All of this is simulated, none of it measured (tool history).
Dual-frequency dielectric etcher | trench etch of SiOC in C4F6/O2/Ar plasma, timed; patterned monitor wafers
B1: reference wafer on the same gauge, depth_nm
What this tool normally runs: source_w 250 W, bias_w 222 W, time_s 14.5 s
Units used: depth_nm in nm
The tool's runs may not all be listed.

Run 1, hour 0: usual settings but bias_w 252 W; B1 28.51. Result: depth_nm 29.01 nm.
Run 2, hour 34.9: usual settings but bias_w 252 W; B1 28.54. Result: depth_nm 29.49 nm.
Run 3, hour 60.5: usual settings but bias_w 252 W; B1 28.47. Result: depth_nm 29.18 nm.
At hour 100.7: wet clean of the chamber.
Run 4, hour 101.2: usual settings; B1 28.54. Result: depth_nm 28.17 nm.
Run 5, hour 113: usual settings; B1 28.49. Result: depth_nm 28.06 nm.
Run 6, hour 135.3: usual settings; B1 28.45. Result: depth_nm 28.41 nm.
Run 7, hour 150: usual settings but bias_w 182 W; B1 28.56. Result: depth_nm 25.58 nm.
Run 8, hour 183: usual settings but bias_w 182 W; B1 28.45. Result: depth_nm 25.83 nm.
At hour 202.7: gauge calibrated.
Run 9, hour 215.7: usual settings but bias_w 182 W; B1 28.52. Result: depth_nm 26.06 nm.
At hour 253.6: wet clean of the chamber, repeated, since the last time left the tool worse.
Run 10, hour 254.1: usual settings; B1 28.57. Result: depth_nm 26.81 nm.
At hour 282.5: upper electrode replaced.
Run 11, hour 346.5: usual settings; B1 28.49. Result: depth_nm 27.1 nm.
Run 12, hour 367.9: usual settings but source_w 300 W, bias_w 263 W; B1 28.49. Result: depth_nm 31.73 nm.
Run 13, hour 391.6: usual settings; B1 28.53. Result: depth_nm 27.02 nm.
At hour 407.9: bias power generator calibrated.
Run 14, hour 414.7: usual settings but source_w 200 W, bias_w 188 W, time_s 18 s; B1 28.47. Result: depth_nm 28.29 nm.
Run 15, hour 442.2: usual settings but source_w 300 W, bias_w 182 W; B1 28.47. Result: depth_nm 26.81 nm.
Run 16, hour 476.7: usual settings but source_w 190 W, bias_w 177 W; B1 28.49. Result: depth_nm 21.66 nm.
At hour 510.4: source power generator calibrated.
Run 17, hour 510.9: usual settings but source_w 200 W, bias_w 192 W, time_s 16 s; B1 28.48. Result: depth_nm 25.63 nm.
Run 18, hour 538: usual settings but source_w 200 W, bias_w 270 W, time_s 11 s; B1 28.43. Result: depth_nm 20.7 nm.
Run 19, hour 569.6: usual settings but source_w 230 W; B1 28.46. Result: depth_nm 26.27 nm.
Run 20, hour 603.4: usual settings but source_w 210 W, bias_w 264 W, time_s 17 s; B1 28.52. Result: depth_nm 32.35 nm.
Run 21, hour 637.1: usual settings but source_w 290 W, time_s 19 s; B1 28.48. Result: depth_nm 38.07 nm.
Run 22, hour 649.3: usual settings; B1 28.48. Result: depth_nm 27.4 nm.
At hour 674.6: wet clean of the chamber.
Run 23, hour 675.1: usual settings; B1 28.51. Result: depth_nm 26.67 nm.

A few steps of depth_nm between consecutive runs. Split each: what settings, incoming material and random variation would produce without the hidden state, and what is left over for the hidden state, along with gauge scatter present in only one of the two compared results (measured, and without hidden state):
Hidden state at play: etch rate over this chamber's usual, %; source power that arrives over what is set, %; bias power that arrives over what is set, %; gauge reads high (%).
Run 9 -> 10: bias_w 182 -> 222, wet clean of the chamber, repeated, since the last time left the tool worse. depth_nm +0.75 nm: hidden state -1.5, all else +2.25.
Run 19 -> 20: source_w 230 -> 210, bias_w 222 -> 264, time_s 14.5 -> 17. depth_nm +6.08 nm: hidden state +0.21, all else +5.87.
Run 21 -> 22: source_w 290 -> 250, time_s 19 -> 14.5. depth_nm -10.67 nm: hidden state -0.29, all else -10.38.
Run 22 -> 23: wet clean of the chamber. depth_nm -0.73 nm: hidden state -0.83, all else +0.1.
